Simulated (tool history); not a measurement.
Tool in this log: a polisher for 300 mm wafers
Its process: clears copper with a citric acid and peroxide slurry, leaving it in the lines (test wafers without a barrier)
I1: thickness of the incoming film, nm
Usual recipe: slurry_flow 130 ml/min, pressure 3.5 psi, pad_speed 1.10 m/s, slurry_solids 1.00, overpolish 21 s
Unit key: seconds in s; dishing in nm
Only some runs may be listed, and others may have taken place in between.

Run 1, hour 0.0: usual settings; I1 287.7. Result: seconds 116.3 s, dishing 38.1 nm.
At hour 4.2: slurry blender recalibrated.
At hour 48.7: slurry nozzle cleaned.
Run 2, hour 49.2: usual settings; I1 284.8. Result: seconds 115.6 s, dishing 36.8 nm.
At hour 65.7: worn pad replaced by a new one.
Run 3, hour 108.8: usual settings; I1 287.1. Result: seconds 116.1 s, dishing 37.0 nm.
Run 4, hour 173.6: usual settings but pad_speed 1.22 m/s, slurry_solids 0.90; I1 284.9. Result: seconds 108.7 s, dishing 40.4 nm.
Run 5, hour 212.8: usual settings; I1 284.2. Result: seconds 119.7 s, dishing 36.9 nm.
At hour 244.1: worn pad replaced by a new one.
Run 6, hour 272.6: usual settings; I1 279.7. Result: seconds 114.0 s, dishing 36.0 nm.
At hour 343.6: slurry nozzle cleaned.
Run 7, hour 408.2: usual settings; I1 283.8. Result: seconds 118.4 s, dishing 34.8 nm.
At hour 426.6: head pressure recalibrated.
At hour 427.7: slurry blender recalibrated.
At hour 437.8: worn pad replaced by a new one.
Run 8, hour 459.5: usual settings but slurry_flow 85 ml/min, pad_speed 1.38 m/s; I1 289.1. Result: seconds 102.1 s, dishing 41.9 nm.
Run 9, hour 526.6: usual settings but pressure 4.3 psi, slurry_solids 0.80; I1 285.9. Result: seconds 102.4 s, dishing 41.2 nm.
Run 10, hour 578.8: usual settings but slurry_flow 160 ml/min, pad_speed 0.80 m/s, slurry_solids 1.20, overpolish 34 s; I1 282.3. Result: seconds 146.5 s, dishing 47.7 nm.
At hour 623.1: worn pad replaced by a new one.
Run 11, hour 636.2: usual settings but pressure 3.2 psi, pad_speed 0.80 m/s; I1 284.9. Result: seconds 166.4 s, dishing 26.3 nm.
At hour 656.1: slurry nozzle cleaned.
Run 12, hour 700.8: usual settings but pad_speed 0.82 m/s, slurry_solids 0.85; I1 282.5. Result: seconds 157.6 s, dishing 28.1 nm.
Run 13, hour 759.7: usual settings; I1 283.7. Result: seconds 119.1 s, dishing 35.9 nm.
At hour 784.2: worn pad replaced by a new one.
Run 14, hour 784.7: usual settings but pad_speed 0.78 m/s; I1 283.6. Result: seconds 166.5 s, dishing 26.1 nm.
At hour 796.8: slurry blender recalibrated.
Run 15, hour 845.1: usual settings but slurry_flow 90 ml/min; I1 290.2. Result: seconds 137.6 s, dishing 33.2 nm.

What if the next run were any one of these 3? Each begins from the tool's condition after run 15:
Run A, hour 845.6: usual settings; I1 288.7. Result: seconds ?, dishing ?.
Run B, hour 845.6: usual settings but slurry_solids 1.10, overpolish 14 s; I1 288.7. Result: seconds ?, dishing ?.
Run C, hour 845.6: usual settings but slurry_solids 1.10, overpolish 18 s; I1 288.7. Result: seconds ?, dishing ?.

run  seconds  dishing
  A    121.7     36.4
  B    119.8     25.5
  C    119.8     32.1
Without the tool's unlogged condition, the same runs would have read:
run  seconds  dishing
  A    114.7     38.4
  B    113.0     27.0
  C    113.0     34.0
